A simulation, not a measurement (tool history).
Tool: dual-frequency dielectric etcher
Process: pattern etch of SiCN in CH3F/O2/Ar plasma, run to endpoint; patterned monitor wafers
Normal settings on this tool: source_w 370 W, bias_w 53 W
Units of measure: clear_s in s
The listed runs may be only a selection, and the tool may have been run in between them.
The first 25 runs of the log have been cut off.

run	hour	source_w	bias_w	incoming incoming film thickness, nm	clear_s
26	567	290	49	9	35.7
27	591.7	410	42	8.93	29.1
28	620.8	370	41	8.92	31.3
29	650.6	340	64	8.97	30.5
30	680.5	370	53	9.01	30.3
31	695.8	300	44	8.96	35.8
32	725.7	370	59	8.96	29.6
33	747.2	320	45	8.99	34.2
34	770.5	370	42	9.09	32
35	799.9	430	66	9.01	26.9

Below are 4 alternative next runs, each starting from the tool's condition after run 35. Predict each:
A	800.3	370	63	9	?
B	800.3	320	41	9	?
C	800.3	400	57	9	?
D	800.3	290	64	9	?

run	clear_s
A	29.5
B	34.9
C	28.7
D	34.4
Without the tool's hidden state the same runs would have given:
run	clear_s
A	29.1
B	34.4
C	28.3
D	33.9
